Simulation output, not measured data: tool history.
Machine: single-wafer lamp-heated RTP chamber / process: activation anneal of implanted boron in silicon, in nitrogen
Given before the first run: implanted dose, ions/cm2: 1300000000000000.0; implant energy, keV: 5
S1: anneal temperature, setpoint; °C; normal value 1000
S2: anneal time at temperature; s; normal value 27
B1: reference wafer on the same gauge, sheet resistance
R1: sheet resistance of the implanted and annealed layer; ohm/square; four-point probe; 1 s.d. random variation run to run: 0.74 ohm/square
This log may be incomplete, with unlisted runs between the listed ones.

{"run": 1, "day": 0.0, "S1": 1000, "S2": 21, "B1": 142.99, "R1": 150.72}
{"run": 2, "day": 0.538, "S1": 1000, "S2": 21, "B1": 142.84, "R1": 150.57}
{"run": 3, "day": 1.162, "S1": 1000, "S2": 27, "B1": 142.86, "R1": 144.83}
{"run": 4, "day": 1.679, "S1": 1000, "S2": 27, "B1": 142.76, "R1": 145.33}
{"run": 5, "day": 3.017, "S1": 1014, "S2": 38, "B1": 143.18, "R1": 129.45}
{"run": 6, "day": 3.758, "S1": 1014, "S2": 38, "B1": 142.97, "R1": 129.2}
{"run": 7, "day": 6.575, "S1": 1000, "S2": 27, "B1": 142.78, "R1": 143.47}
{"run": 8, "day": 7.796, "S1": 1000, "S2": 27, "B1": 143.41, "R1": 143.49}
{"run": 9, "day": 8.775, "S1": 1000, "S2": 27, "B1": 142.98, "R1": 144.74}
{"run": 10, "day": 10.221, "S1": 1000, "S2": 27, "B1": 142.78, "R1": 143.54}
{"run": 11, "day": 11.379, "S1": 1000, "S2": 17, "B1": 142.77, "R1": 151.71}
{"day": 11.967, "done": "pyrometer window cleaned and pyrometer calibrated"}
{"run": 12, "day": 12.104, "S1": 1000, "S2": 17, "B1": 142.95, "R1": 150.89}
{"run": 13, "day": 13.042, "S1": 1000, "S2": 27, "B1": 142.89, "R1": 144.75}
{"run": 14, "day": 14.175, "S1": 1000, "S2": 27, "B1": 143.08, "R1": 142.0}
{"run": 15, "day": 14.812, "S1": 1000, "S2": 27, "B1": 142.91, "R1": 143.94}
{"run": 16, "day": 15.683, "S1": 1000, "S2": 27, "B1": 143.13, "R1": 143.22}
{"run": 17, "day": 16.562, "S1": 1000, "S2": 27, "B1": 143.15, "R1": 143.08}
{"run": 18, "day": 17.504, "S1": 976, "S2": 19, "B1": 142.87, "R1": 170.05}
{"run": 19, "day": 18.629, "S1": 1029, "S2": 35, "B1": 143.24, "R1": 119.06}
{"run": 20, "day": 22.712, "S1": 1014, "S2": 27, "B1": 143.02, "R1": 132.95}
{"run": 21, "day": 23.862, "S1": 992, "S2": 31, "B1": 143.42, "R1": 145.14}
{"day": 25.062, "done": "reflector plate cleaned"}
{"run": 22, "day": 25.112, "S1": 1000, "S2": 27, "B1": 143.22, "R1": 149.18}
{"run": 23, "day": 26.442, "S1": 1015, "S2": 27, "B1": 143.07, "R1": 138.23}
{"run": 24, "day": 26.95, "S1": 1000, "S2": 27, "B1": 142.78, "R1": 148.61}
{"day": 28.808, "done": "pyrometer window cleaned and pyrometer calibrated"}
{"run": 25, "day": 30.588, "S1": 975, "S2": 27, "B1": 143.17, "R1": 168.32}
{"day": 30.996, "done": "gauge calibrated"}
{"run": 26, "day": 31.725, "S1": 1000, "S2": 27, "B1": 142.98, "R1": 146.3}
{"run": 27, "day": 34.483, "S1": 991, "S2": 22, "B1": 142.93, "R1": 155.44}
{"run": 28, "day": 35.262, "S1": 1021, "S2": 27, "B1": 142.76, "R1": 129.75}
{"run": 29, "day": 36.129, "S1": 975, "S2": 27, "B1": 143.08, "R1": 164.64}
{"run": 30, "day": 37.317, "S1": 1029, "S2": 37, "B1": 142.99, "R1": 118.47}
{"run": 31, "day": 38.725, "S1": 978, "S2": 40, "B1": 143.26, "R1": 156.07}
{"run": 32, "day": 39.462, "S1": 1000, "S2": 27, "B1": 142.91, "R1": 143.01}
{"run": 33, "day": 40.15, "S1": 1000, "S2": 27, "B1": 142.93, "R1": 143.79}
{"run": 34, "day": 40.692, "S1": 1000, "S2": 27, "B1": 143.21, "R1": 144.21}
{"day": 43.679, "done": "pyrometer window cleaned and pyrometer calibrated"}
{"run": 35, "day": 44.817, "S1": 1017, "S2": 27, "B1": 142.75, "R1": 131.32}
{"run": 36, "day": 45.825, "S1": 975, "S2": 43, "B1": 142.99, "R1": 155.96}
{"run": 37, "day": 46.546, "S1": 1000, "S2": 27, "B1": 142.7, "R1": 142.34}
{"run": 38, "day": 47.738, "S1": 990, "S2": 20, "B1": 143.1, "R1": 156.88}

Forecast each of these 3 alternatives for the next run:
{"run": "A", "day": 47.754, "S1": 1000, "S2": 27, "B1": "?", "R1": "?"}
{"run": "B", "day": 47.754, "S1": 977, "S2": 14, "B1": "?", "R1": "?"}
{"run": "C", "day": 47.754, "S1": 1030, "S2": 17, "B1": "?", "R1": "?"}

run=A B1=143.15 R1=143.52
run=B B1=143.15 R1=174.73
run=C B1=143.15 R1=130.46
Without the tool's unlogged condition, the same runs would have read:
run=A R1=149.76
run=B R1=183.81
run=C R1=135.81
